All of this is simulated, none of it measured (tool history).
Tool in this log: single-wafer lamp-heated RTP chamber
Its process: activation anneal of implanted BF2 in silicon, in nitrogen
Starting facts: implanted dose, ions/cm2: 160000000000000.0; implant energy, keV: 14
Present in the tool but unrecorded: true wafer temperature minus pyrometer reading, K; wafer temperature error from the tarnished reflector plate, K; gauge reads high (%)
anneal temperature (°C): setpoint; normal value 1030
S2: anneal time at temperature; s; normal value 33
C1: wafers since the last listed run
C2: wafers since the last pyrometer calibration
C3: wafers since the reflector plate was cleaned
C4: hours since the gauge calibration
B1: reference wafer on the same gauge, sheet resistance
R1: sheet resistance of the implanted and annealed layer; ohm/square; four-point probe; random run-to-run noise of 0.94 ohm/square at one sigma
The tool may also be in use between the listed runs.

run 1 hour=0.0 | anneal_temperature_(°C)=1030 S2=33 | C1=0 C2=1755 C3=5324 C4=269.0 | B1=673.85 | R1=623.02
-- hour=37.1 pyrometer window cleaned and pyrometer calibrated
run 2 hour=44.5 | anneal_temperature_(°C)=1030 S2=33 | C1=275 C2=55 C3=5599 C4=313.5 | B1=674.21 | R1=626.51
run 3 hour=92.2 | anneal_temperature_(°C)=1030 S2=33 | C1=360 C2=415 C3=5959 C4=361.2 | B1=674.27 | R1=625.13
run 4 hour=193.6 | anneal_temperature_(°C)=1030 S2=33 | C1=765 C2=1180 C3=6725 C4=462.6 | B1=673.95 | R1=627.01
-- hour=318.3 pyrometer window cleaned and pyrometer calibrated
run 5 hour=435.4 | anneal_temperature_(°C)=1030 S2=33 | C1=1764 C2=883 C3=8489 C4=704.4 | B1=674.00 | R1=624.31
run 6 hour=510.5 | anneal_temperature_(°C)=1030 S2=33 | C1=566 C2=1450 C3=9056 C4=779.5 | B1=674.01 | R1=623.62
run 7 hour=547.6 | anneal_temperature_(°C)=1013 S2=27 | C1=280 C2=1730 C3=9336 C4=816.6 | B1=673.92 | R1=631.63
-- hour=595.4 pyrometer window cleaned and pyrometer calibrated
run 8 hour=612.3 | anneal_temperature_(°C)=1013 S2=27 | C1=427 C2=127 C3=9764 C4=881.3 | B1=673.97 | R1=634.66
-- hour=713.8 reflector plate cleaned
run 9 hour=714.3 | anneal_temperature_(°C)=1030 S2=33 | C1=709 C2=837 C3=3 C4=983.3 | B1=674.00 | R1=625.96
run 10 hour=770.9 | anneal_temperature_(°C)=1042 S2=47 | C1=427 C2=1264 C3=430 C4=1039.9 | B1=673.87 | R1=610.58
run 11 hour=838.2 | anneal_temperature_(°C)=1015 S2=44 | C1=507 C2=1772 C3=938 C4=1107.2 | B1=673.93 | R1=623.45
-- hour=906.4 pyrometer window cleaned and pyrometer calibrated
run 12 hour=916.4 | anneal_temperature_(°C)=1058 S2=39 | C1=529 C2=75 C3=1468 C4=1185.4 | B1=674.11 | R1=607.71
run 13 hour=1003.0 | anneal_temperature_(°C)=1041 S2=13 | C1=653 C2=728 C3=2122 C4=1272.0 | B1=674.06 | R1=639.06

For run 14, what comes out?
-- hour=1054.2 gauge calibrated
run 14 hour=1106.9 | anneal_temperature_(°C)=1006 S2=42 | C1=784 C2=1512 C3=2906 C4=52.7 | B1=? | R1=?

Logged for run 14: B1 673.92, R1 627.88 ohm/square.
Were there no unlogged condition in the tool, this run, its random variation unchanged, would have produced R1 629.69 ohm/square.
